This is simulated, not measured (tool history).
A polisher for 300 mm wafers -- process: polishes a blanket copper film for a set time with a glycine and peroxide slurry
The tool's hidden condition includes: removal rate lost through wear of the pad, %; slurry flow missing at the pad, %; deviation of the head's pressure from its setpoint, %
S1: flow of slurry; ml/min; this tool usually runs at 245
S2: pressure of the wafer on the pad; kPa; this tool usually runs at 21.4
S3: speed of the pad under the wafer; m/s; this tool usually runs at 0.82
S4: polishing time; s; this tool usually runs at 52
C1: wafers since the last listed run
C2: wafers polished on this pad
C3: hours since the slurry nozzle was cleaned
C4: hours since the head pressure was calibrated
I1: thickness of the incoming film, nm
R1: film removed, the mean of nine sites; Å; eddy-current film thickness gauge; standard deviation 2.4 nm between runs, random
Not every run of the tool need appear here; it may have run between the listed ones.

run 1 hour=0 | S1=215 S2=21.4 S3=0.82 S4=52 | C1=0 C2=2945 C3=42.5 C4=219.4 | I1=1374.9 | R1=2840
-- hour=6.1 worn pad replaced by a new one
-- hour=83.3 head pressure recalibrated
run 2 hour=90.1 | S1=215 S2=21.4 S3=0.82 S4=52 | C1=863 C2=842 C3=132.6 C4=6.8 | I1=1362 | R1=2794
run 3 hour=165.2 | S1=245 S2=21.4 S3=0.82 S4=52 | C1=771 C2=1613 C3=207.7 C4=81.9 | I1=1345.2 | R1=2816
-- hour=249.8 slurry nozzle cleaned
run 4 hour=261.4 | S1=245 S2=21.4 S3=0.82 S4=52 | C1=977 C2=2591 C3=11.6 C4=178.1 | I1=1366.6 | R1=2884
-- hour=303.1 worn pad replaced by a new one
run 5 hour=321.8 | S1=245 S2=21.4 S3=0.82 S4=52 | C1=579 C2=192 C3=72 C4=238.5 | I1=1360.1 | R1=2866
run 6 hour=396.2 | S1=245 S2=21.4 S3=0.82 S4=52 | C1=764 C2=956 C3=146.4 C4=312.9 | I1=1327.7 | R1=2823
-- hour=428.2 head pressure recalibrated
run 7 hour=435.5 | S1=245 S2=21.4 S3=0.82 S4=52 | C1=383 C2=1339 C3=185.7 C4=7.3 | I1=1364.7 | R1=2811
run 8 hour=518.1 | S1=245 S2=21.4 S3=0.82 S4=52 | C1=848 C2=2188 C3=268.3 C4=89.9 | I1=1346.9 | R1=2738
run 9 hour=568.2 | S1=245 S2=21.4 S3=0.82 S4=52 | C1=514 C2=2702 C3=318.4 C4=140 | I1=1355.4 | R1=2653
-- hour=572.6 slurry nozzle cleaned
-- hour=600.9 worn pad replaced by a new one
run 10 hour=640.1 | S1=245 S2=21.4 S3=0.82 S4=52 | C1=687 C2=402 C3=67.5 C4=211.9 | I1=1350.8 | R1=2890
run 11 hour=677 | S1=220 S2=28.3 S3=0.64 S4=52 | C1=378 C2=781 C3=104.4 C4=248.8 | I1=1345.1 | R1=2831
-- hour=766 head pressure recalibrated
run 12 hour=779.5 | S1=245 S2=21.4 S3=0.82 S4=52 | C1=1032 C2=1813 C3=206.9 C4=13.5 | I1=1372.3 | R1=2787
run 13 hour=858.5 | S1=285 S2=28.3 S3=0.82 S4=69 | C1=811 C2=2625 C3=285.9 C4=92.5 | I1=1366.6 | R1=4658
-- hour=880.6 slurry nozzle cleaned
-- hour=924.7 worn pad replaced by a new one
run 14 hour=933.4 | S1=205 S2=13.8 S3=0.92 S4=52 | C1=717 C2=89 C3=52.8 C4=167.4 | I1=1330.7 | R1=2160
run 15 hour=1001.1 | S1=315 S2=21.4 S3=0.82 S4=52 | C1=695 C2=785 C3=120.5 C4=235.1 | I1=1332 | R1=2912
run 16 hour=1071.1 | S1=315 S2=23.4 S3=1.06 S4=52 | C1=718 C2=1504 C3=190.5 C4=305.1 | I1=1355.4 | R1=3827
run 17 hour=1123.8 | S1=215 S2=21.4 S3=0.82 S4=52 | C1=541 C2=2045 C3=243.2 C4=357.8 | I1=1344.3 | R1=2687
-- hour=1132.9 head pressure recalibrated
-- hour=1168.9 slurry nozzle cleaned
-- hour=1199.5 worn pad replaced by a new one
run 18 hour=1204.3 | S1=245 S2=21.4 S3=0.82 S4=52 | C1=754 C2=49 C3=35.4 C4=71.4 | I1=1368.2 | R1=2941
run 19 hour=1298.6 | S1=245 S2=21.4 S3=0.58 S4=52 | C1=968 C2=1018 C3=129.7 C4=165.7 | I1=1359 | R1=2171
run 20 hour=1377.4 | S1=245 S2=21.4 S3=0.82 S4=52 | C1=809 C2=1827 C3=208.5 C4=244.5 | I1=1347.9 | R1=2822
run 21 hour=1419.6 | S1=195 S2=21.4 S3=0.96 S4=52 | C1=433 C2=2260 C3=250.7 C4=286.7 | I1=1325 | R1=3017

Had the tool no unlogged condition, and each run kept its random variation, what would the results have been?
run=1 R1=2869
run=2 R1=2878
run=3 R1=2942
run=4 R1=2903
run=5 R1=2915
run=6 R1=2917
run=7 R1=2932
run=8 R1=2932
run=9 R1=2899
run=10 R1=2948
run=11 R1=2919
run=12 R1=2942
run=13 R1=5002
run=14 R1=2212
run=15 R1=2990
run=16 R1=3988
run=17 R1=2917
run=18 R1=2959
run=19 R1=2221
run=20 R1=2940
run=21 R1=3227
